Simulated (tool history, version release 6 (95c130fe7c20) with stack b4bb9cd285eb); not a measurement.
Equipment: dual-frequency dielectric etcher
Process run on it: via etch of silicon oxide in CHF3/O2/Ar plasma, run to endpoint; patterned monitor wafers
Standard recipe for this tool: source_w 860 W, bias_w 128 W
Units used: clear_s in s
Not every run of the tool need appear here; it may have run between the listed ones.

run,hour,source_w,bias_w,wafers since the last listed run,hours since the last wet clean,hours since the last source power generator calibration,hours since the last bias power generator calibration,hours since the last upper electrode change,"incoming incoming film thickness, nm",clear_s
1,0,1000,105,0,5.1,1239,3902.8,4251.1,779.7,378.7
2,54.1,1000,105,278,59.2,1293.1,3956.9,4305.2,781.3,377.2
3,118.7,1000,105,332,123.8,1357.7,4021.5,4369.8,785.3,377.2
4,167.4,860,128,250,172.5,1406.4,4070.2,4418.5,786.5,375
5,212.8,860,128,233,217.9,1451.8,4115.6,4463.9,778.3,362.5
6,247.9,860,128,180,253,1486.9,4150.7,4499,780.2,364.6
# hour 334.6: wet clean of the chamber
7,376,860,128,536,41.4,1615,4278.8,4627.1,783.1,378.8
# hour 420.8: upper electrode replaced
8,421.3,860,128,109,86.7,1660.3,4324.1,0.5,776.6,374.7
9,450.3,860,128,149,115.7,1689.3,4353.1,29.5,777.5,374.1
10,475.8,860,128,131,141.2,1714.8,4378.6,55,781.1,369.7
# hour 497.9: bias power generator calibrated
11,534.6,980,110,282,200,1773.6,36.7,113.8,782.4,369.1
12,567.6,780,115,169,233,1806.6,69.7,146.8,783.1,392.6
13,614.6,860,128,242,280,1853.6,116.7,193.8,783.4,367.7
# hour 656.9: wet clean of the chamber
14,679.8,940,128,212,22.9,1918.8,181.9,259,783.3,372.2
15,716,710,149,186,59.1,1955,218.1,295.2,786.4,389.5
# hour 743.6: source power generator calibrated
16,767.3,860,128,243,110.4,23.7,269.4,346.5,777.6,373.7
17,793.1,700,118,132,136.2,49.5,295.2,372.3,777.4,408.7
18,847.5,780,148,280,190.6,103.9,349.6,426.7,778.2,365.2
19,911.3,990,160,328,254.4,167.7,413.4,490.5,785.2,324.3
# hour 978: wet clean of the chamber
20,982.9,680,128,245,4.9,239.3,485,562.1,784.5,420.7
21,1027.2,720,128,228,49.2,283.6,529.3,606.4,778.1,403

How the hidden state differs across the entries between the runs, from the last listed run before each to the first after it:
After run 6, before run 7: wet clean of the chamber (hour 334.6)
  etch rate over this chamber's usual, %: 4.01 -> 0.889
  measured minus no-state result, clear_s: -14.6 -> -3.4 s
After run 7, before run 8: upper electrode replaced (hour 420.8)
  etch rate over this chamber's usual, %: 0.889 -> 1.57
  measured minus no-state result, clear_s: -3.4 -> -5.9 s
After run 10, before run 11: bias power generator calibrated (hour 497.9)
  etch rate over this chamber's usual, %: 2.39 -> 3.28
  measured minus no-state result, clear_s: -8.9 -> -12.1 s
After run 13, before run 14: wet clean of the chamber (hour 656.9)
  etch rate over this chamber's usual, %: 4.48 -> 0.546
  measured minus no-state result, clear_s: -16.5 -> -2 s
After run 15, before run 16: source power generator calibrated (hour 743.6)
  etch rate over this chamber's usual, %: 1.09 -> 1.87
  measured minus no-state result, clear_s: -4.2 -> -7 s
After run 19, before run 20: wet clean of the chamber (hour 978)
  etch rate over this chamber's usual, %: 4.04 -> -0.697
  measured minus no-state result, clear_s: -13.1 -> +3 s
